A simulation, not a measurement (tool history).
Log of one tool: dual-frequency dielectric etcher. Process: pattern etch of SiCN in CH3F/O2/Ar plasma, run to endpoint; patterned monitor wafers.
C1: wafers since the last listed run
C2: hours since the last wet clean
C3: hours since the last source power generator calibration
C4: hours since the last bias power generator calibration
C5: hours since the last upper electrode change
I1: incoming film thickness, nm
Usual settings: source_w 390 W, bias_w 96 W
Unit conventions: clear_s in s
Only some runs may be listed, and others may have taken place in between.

Run 1, hour 0: usual settings but source_w 410 W, bias_w 103 W; C1 0; C2 173.8; C3 1524.6; C4 746.5; C5 2403.7; I1 7.83. Result: clear_s 20.8 s.
Run 2, hour 80.9: usual settings but source_w 410 W, bias_w 103 W; C1 945; C2 254.7; C3 1605.5; C4 827.4; C5 2484.6; I1 7.85. Result: clear_s 21.2 s.
Run 3, hour 188.8: usual settings but source_w 410 W, bias_w 103 W; C1 1261; C2 362.6; C3 1713.4; C4 935.3; C5 2592.5; I1 7.79. Result: clear_s 21.1 s.
At hour 242.5: wet clean of the chamber.
Run 4, hour 397.8: usual settings but source_w 330 W; C1 2163; C2 155.3; C3 1922.4; C4 1144.3; C5 2801.5; I1 7.84. Result: clear_s 22.5 s.
Run 5, hour 474.8: usual settings; C1 900; C2 232.3; C3 1999.4; C4 1221.3; C5 2878.5; I1 7.74. Result: clear_s 21.4 s.
Run 6, hour 527.8: usual settings; C1 619; C2 285.3; C3 2052.4; C4 1274.3; C5 2931.5; I1 7.79. Result: clear_s 21.3 s.
Run 7, hour 630.5: usual settings; C1 1200; C2 388; C3 2155.1; C4 1377; C5 3034.2; I1 7.84. Result: clear_s 22 s.
At hour 656.6: wet clean of the chamber.
Run 8, hour 679.4: usual settings; C1 291; C2 22.8; C3 2204; C4 1425.9; C5 3083.1; I1 7.73. Result: clear_s 20.6 s.
At hour 736.1: upper electrode replaced.
Run 9, hour 736.6: usual settings but bias_w 114 W; C1 388; C2 80; C3 2261.2; C4 1483.1; C5 0.5; I1 7.77. Result: clear_s 20.2 s.
Run 10, hour 828.4: usual settings; C1 1073; C2 171.8; C3 2353; C4 1574.9; C5 92.3; I1 7.9. Result: clear_s 21.8 s.
At hour 838.9: source power generator calibrated.
At hour 848.6: bias power generator calibrated.
Run 11, hour 907.7: usual settings but source_w 410 W, bias_w 103 W; C1 833; C2 251.1; C3 68.8; C4 59.1; C5 171.6; I1 7.79. Result: clear_s 20.9 s.
Run 12, hour 1010.7: usual settings but source_w 480 W, bias_w 72 W; C1 1204; C2 354.1; C3 171.8; C4 162.1; C5 274.6; I1 7.82. Result: clear_s 22 s.
At hour 1086: wet clean of the chamber.
Run 13, hour 1116.9: usual settings but source_w 440 W, bias_w 80 W; C1 961; C2 30.9; C3 278; C4 268.3; C5 380.8; I1 7.73. Result: clear_s 20.9 s.

Predict the results of run 14:
Run 14, hour 1155.7: usual settings but bias_w 82 W; C1 453; C2 69.7; C3 316.8; C4 307.1; C5 419.6; I1 7.8. Result: clear_s ?.

clear_s: 22.1 s
Had the tool carried no hidden state, the very same run would have given clear_s 21.9 s.

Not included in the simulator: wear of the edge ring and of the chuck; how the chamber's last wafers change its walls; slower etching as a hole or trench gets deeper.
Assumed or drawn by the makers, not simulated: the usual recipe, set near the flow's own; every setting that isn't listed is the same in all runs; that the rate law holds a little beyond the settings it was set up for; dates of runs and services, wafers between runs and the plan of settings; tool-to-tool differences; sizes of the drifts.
